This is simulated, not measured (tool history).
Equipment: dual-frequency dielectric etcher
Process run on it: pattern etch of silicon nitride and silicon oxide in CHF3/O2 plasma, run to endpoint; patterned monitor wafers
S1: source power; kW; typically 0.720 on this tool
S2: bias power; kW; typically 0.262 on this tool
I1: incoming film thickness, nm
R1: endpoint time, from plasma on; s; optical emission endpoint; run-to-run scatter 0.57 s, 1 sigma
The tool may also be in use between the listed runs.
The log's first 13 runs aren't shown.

| run | hour | S1 | S2 | I1 | R1 |
|---|---|---|---|---|---|
| 14 | 224.3 | 0.870 | 0.305 | 262.4 | 136.7 |
| 15 | 231.9 | 0.900 | 0.308 | 261.9 | 133.6 |
| 16 | 242.4 | 0.550 | 0.282 | 261.6 | 180.0 |
| 17 | 291.0 | 0.580 | 0.315 | 263.4 | 169.8 |
|  | 319.5 | wet clean of the chamber |
| 18 | 320.0 | 0.720 | 0.262 | 262.2 | 153.9 |
| 19 | 321.3 | 0.570 | 0.308 | 262.5 | 166.3 |
| 20 | 338.5 | 0.630 | 0.308 | 262.8 | 157.7 |
|  | 351.3 | bias power generator calibrated |
| 21 | 353.9 | 0.590 | 0.262 | 263.6 | 172.6 |
| 22 | 389.6 | 0.720 | 0.262 | 263.2 | 155.8 |
|  | 401.1 | source power generator calibrated |
| 23 | 406.9 | 0.890 | 0.311 | 263.6 | 131.0 |
| 24 | 420.0 | 0.720 | 0.324 | 260.6 | 143.7 |
| 25 | 427.0 | 0.720 | 0.227 | 260.5 | 161.7 |
| 26 | 444.1 | 0.610 | 0.220 | 259.1 | 180.1 |
| 27 | 458.1 | 0.620 | 0.219 | 259.6 | 179.6 |
| 28 | 472.9 | 0.560 | 0.300 | 262.2 | 170.8 |
| 29 | 488.9 | 0.650 | 0.214 | 261.0 | 176.2 |
| 30 | 499.7 | 0.630 | 0.262 | 261.4 | 167.5 |
| 31 | 517.1 | 0.720 | 0.262 | 260.4 | 154.6 |
| 32 | 526.8 | 0.720 | 0.262 | 265.4 | 157.6 |
| 33 | 542.3 | 0.720 | 0.301 | 260.5 | 148.4 |
| 34 | 552.9 | 0.650 | 0.316 | 260.8 | 153.6 |
| 35 | 567.5 | 0.720 | 0.262 | 262.2 | 156.6 |
| 36 | 581.8 | 0.720 | 0.262 | 260.7 | 155.4 |

Forecast each of these 3 alternatives for the next run:
| A | 582.3 | 0.720 | 0.210 | 262.3 | ? |
| B | 582.3 | 0.720 | 0.294 | 262.3 | ? |
| C | 582.3 | 0.850 | 0.300 | 262.3 | ? |

| run | R1 |
|---|---|
| A | 169.2 |
| B | 150.5 |
| C | 136.9 |
Without the tool's hidden state the same runs would have given:
| run | R1 |
|---|---|
| A | 166.5 |
| B | 148.1 |
| C | 134.8 |

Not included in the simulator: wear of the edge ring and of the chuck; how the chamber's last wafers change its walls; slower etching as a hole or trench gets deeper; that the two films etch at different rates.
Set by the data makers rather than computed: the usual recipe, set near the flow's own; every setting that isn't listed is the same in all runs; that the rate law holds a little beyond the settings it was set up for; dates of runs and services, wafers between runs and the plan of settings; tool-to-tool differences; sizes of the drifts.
